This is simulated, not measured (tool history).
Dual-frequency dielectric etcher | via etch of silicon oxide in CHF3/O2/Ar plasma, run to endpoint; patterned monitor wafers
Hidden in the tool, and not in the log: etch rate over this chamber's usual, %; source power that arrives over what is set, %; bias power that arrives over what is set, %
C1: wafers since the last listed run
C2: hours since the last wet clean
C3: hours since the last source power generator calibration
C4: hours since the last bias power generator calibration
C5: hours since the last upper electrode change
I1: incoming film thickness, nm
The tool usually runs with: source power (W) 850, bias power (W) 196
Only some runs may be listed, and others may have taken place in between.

Run 1, hour 0.0: usual settings but bias power (W) 186; C1 0; C2 168.3; C3 1745.0; C4 1261.0; C5 3366.3; I1 593.2. Result: endpoint time (s) 281.1.
Run 2, hour 108.2: usual settings; C1 526; C2 276.5; C3 1853.2; C4 1369.2; C5 3474.5; I1 586.2. Result: endpoint time (s) 275.3.
Run 3, hour 168.0: usual settings; C1 290; C2 336.3; C3 1913.0; C4 1429.0; C5 3534.3; I1 590.9. Result: endpoint time (s) 278.7.
Run 4, hour 338.1: usual settings; C1 826; C2 506.4; C3 2083.1; C4 1599.1; C5 3704.4; I1 590.7. Result: endpoint time (s) 281.3.
At hour 414.3: wet clean of the chamber.
Run 5, hour 423.3: usual settings but source power (W) 700; C1 297; C2 9.0; C3 2168.3; C4 1684.3; C5 3789.6; I1 593.6. Result: endpoint time (s) 291.9.
Run 6, hour 525.5: usual settings but source power (W) 700; C1 496; C2 111.2; C3 2270.5; C4 1786.5; C5 3891.8; I1 586.8. Result: endpoint time (s) 290.4.
Run 7, hour 625.9: usual settings but source power (W) 700; C1 488; C2 211.6; C3 2370.9; C4 1886.9; C5 3992.2; I1 586.5. Result: endpoint time (s) 291.5.
Run 8, hour 900.5: usual settings; C1 1334; C2 486.2; C3 2645.5; C4 2161.5; C5 4266.8; I1 591.3. Result: endpoint time (s) 279.3.
At hour 963.6: upper electrode replaced.
Run 9, hour 964.1: usual settings; C1 192; C2 549.8; C3 2709.1; C4 2225.1; C5 0.5; I1 589.7. Result: endpoint time (s) 280.1.
At hour 1041.4: wet clean of the chamber.
Run 10, hour 1041.9: usual settings; C1 261; C2 0.5; C3 2786.9; C4 2302.9; C5 78.3; I1 591.9. Result: endpoint time (s) 272.3.
Run 11, hour 1340.1: usual settings; C1 1449; C2 298.7; C3 3085.1; C4 2601.1; C5 376.5; I1 586.1. Result: endpoint time (s) 273.4.
Run 12, hour 1424.3: usual settings; C1 409; C2 382.9; C3 3169.3; C4 2685.3; C5 460.7; I1 585.0. Result: endpoint time (s) 273.5.
Run 13, hour 1597.9: usual settings; C1 843; C2 556.5; C3 3342.9; C4 2858.9; C5 634.3; I1 591.3. Result: endpoint time (s) 278.6.
At hour 1695.2: wet clean of the chamber.
Run 14, hour 1695.7: usual settings but source power (W) 920; C1 358; C2 0.5; C3 3440.7; C4 2956.7; C5 732.1; I1 588.3. Result: endpoint time (s) 261.8.
Run 15, hour 1728.5: usual settings but source power (W) 920; C1 159; C2 33.3; C3 3473.5; C4 2989.5; C5 764.9; I1 587.3. Result: endpoint time (s) 260.4.
Run 16, hour 1784.2: usual settings but source power (W) 920; C1 270; C2 89.0; C3 3529.2; C4 3045.2; C5 820.6; I1 589.0. Result: endpoint time (s) 264.7.
Run 17, hour 1850.9: usual settings but source power (W) 770; C1 324; C2 155.7; C3 3595.9; C4 3111.9; C5 887.3; I1 587.8. Result: endpoint time (s) 279.8.
Run 18, hour 1918.4: usual settings but source power (W) 770, bias power (W) 214; C1 328; C2 223.2; C3 3663.4; C4 3179.4; C5 954.8; I1 592.9. Result: endpoint time (s) 277.6.
Run 19, hour 1978.1: usual settings but source power (W) 1020; C1 290; C2 282.9; C3 3723.1; C4 3239.1; C5 1014.5; I1 589.0. Result: endpoint time (s) 255.7.
Run 20, hour 2067.4: usual settings but bias power (W) 217; C1 434; C2 372.2; C3 3812.4; C4 3328.4; C5 1103.8; I1 587.1. Result: endpoint time (s) 269.2.
Run 21, hour 2107.4: usual settings but source power (W) 700, bias power (W) 233; C1 194; C2 412.2; C3 3852.4; C4 3368.4; C5 1143.8; I1 592.4. Result: endpoint time (s) 285.7.
At hour 2125.8: source power generator calibrated.
Run 22, hour 2195.1: usual settings but source power (W) 1020, bias power (W) 225; C1 406; C2 499.9; C3 69.3; C4 3456.1; C5 1231.5; I1 587.5. Result: endpoint time (s) 250.7.
Run 23, hour 2260.5: usual settings but source power (W) 1000, bias power (W) 151; C1 317; C2 565.3; C3 134.7; C4 3521.5; C5 1296.9; I1 587.6. Result: endpoint time (s) 276.5.
Run 24, hour 2330.2: usual settings but source power (W) 750, bias power (W) 215; C1 338; C2 635.0; C3 204.4; C4 3591.2; C5 1366.6; I1 588.2. Result: endpoint time (s) 284.1.
Run 25, hour 2375.8: usual settings but source power (W) 680, bias power (W) 162; C1 221; C2 680.6; C3 250.0; C4 3636.8; C5 1412.2; I1 594.7. Result: endpoint time (s) 315.3.
At hour 2394.3: bias power generator calibrated.
At hour 2428.0: wet clean of the chamber.
Run 26, hour 2472.8: usual settings but source power (W) 720, bias power (W) 219; C1 335; C2 44.8; C3 347.0; C4 78.5; C5 1509.2; I1 587.3. Result: endpoint time (s) 280.4.
Run 27, hour 2534.4: usual settings but source power (W) 750, bias power (W) 149; C1 299; C2 106.4; C3 408.6; C4 140.1; C5 1570.8; I1 591.1. Result: endpoint time (s) 300.5.
Run 28, hour 2618.9: usual settings but source power (W) 670, bias power (W) 163; C1 410; C2 190.9; C3 493.1; C4 224.6; C5 1655.3; I1 587.7. Result: endpoint time (s) 307.8.
Run 29, hour 2661.7: usual settings but bias power (W) 161; C1 208; C2 233.7; C3 535.9; C4 267.4; C5 1698.1; I1 585.3. Result: endpoint time (s) 283.2.
Run 30, hour 2765.0: usual settings; C1 502; C2 337.0; C3 639.2; C4 370.7; C5 1801.4; I1 595.7. Result: endpoint time (s) 279.8.
Run 31, hour 2865.8: usual settings but source power (W) 680, bias power (W) 223; C1 490; C2 437.8; C3 740.0; C4 471.5; C5 1902.2; I1 591.4. Result: endpoint time (s) 290.8.
Run 32, hour 2952.0: usual settings but source power (W) 930; C1 419; C2 524.0; C3 826.2; C4 557.7; C5 1988.4; I1 590.0. Result: endpoint time (s) 270.1.
Run 33, hour 3014.8: usual settings; C1 305; C2 586.8; C3 889.0; C4 620.5; C5 2051.2; I1 587.6. Result: endpoint time (s) 279.0.
Run 34, hour 3105.5: usual settings; C1 440; C2 677.5; C3 979.7; C4 711.2; C5 2141.9; I1 596.1. Result: endpoint time (s) 283.2.
At hour 3132.8: wet clean of the chamber.
Run 35, hour 3182.4: usual settings but source power (W) 1010, bias power (W) 230; C1 257; C2 49.6; C3 1056.6; C4 788.1; C5 2218.8; I1 583.5. Result: endpoint time (s) 247.3.
Run 36, hour 3279.5: usual settings; C1 472; C2 146.7; C3 1153.7; C4 885.2; C5 2315.9; I1 589.9. Result: endpoint time (s) 274.7.

Take each entry between the runs: how does the hidden state at the last listed run before it differ from the hidden state at the first listed run after it?
After run 4, before run 5: wet clean of the chamber (hour 414.3)
  etch rate over this chamber's usual, %: -3.23 -> -0.127; bias power that arrives over what is set, %: 2.14 -> 2.26
  difference, measured minus the result without the unlogged condition, endpoint time (s): +7.9 -> -1.1
After run 8, before run 9: upper electrode replaced (hour 963.6)
  etch rate over this chamber's usual, %: -2.69 -> -3.03; bias power that arrives over what is set, %: 2.96 -> 3.06
  difference, measured minus the result without the unlogged condition, endpoint time (s): +5.8 -> +6.7
After run 9, before run 10: wet clean of the chamber (hour 1041.4)
  etch rate over this chamber's usual, %: -3.03 -> 0.225; bias power that arrives over what is set, %: 3.06 -> 3.17
  difference, measured minus the result without the unlogged condition, endpoint time (s): +6.7 -> -2.5
After run 13, before run 14: wet clean of the chamber (hour 1695.2)
  etch rate over this chamber's usual, %: -2.76 -> 0.103; bias power that arrives over what is set, %: 3.99 -> 4.14
  difference, measured minus the result without the unlogged condition, endpoint time (s): +5.4 -> -2.5
After run 21, before run 22: source power generator calibrated (hour 2125.8)
  etch rate over this chamber's usual, %: -2.11 -> -2.58; bias power that arrives over what is set, %: 4.74 -> 4.87
  difference, measured minus the result without the unlogged condition, endpoint time (s): +3.1 -> +3.9
After run 25, before run 26: bias power generator calibrated (hour 2394.3); wet clean of the chamber (hour 2428.0)
  etch rate over this chamber's usual, %: -3.55 -> 0.256; bias power that arrives over what is set, %: 5.14 -> 0.126
  difference, measured minus the result without the unlogged condition, endpoint time (s): +7.9 -> -0.8
After run 34, before run 35: wet clean of the chamber (hour 3132.8)
  etch rate over this chamber's usual, %: -3.14 -> -0.329; bias power that arrives over what is set, %: 1.06 -> 1.17
  difference, measured minus the result without the unlogged condition, endpoint time (s): +8.2 -> +0.2
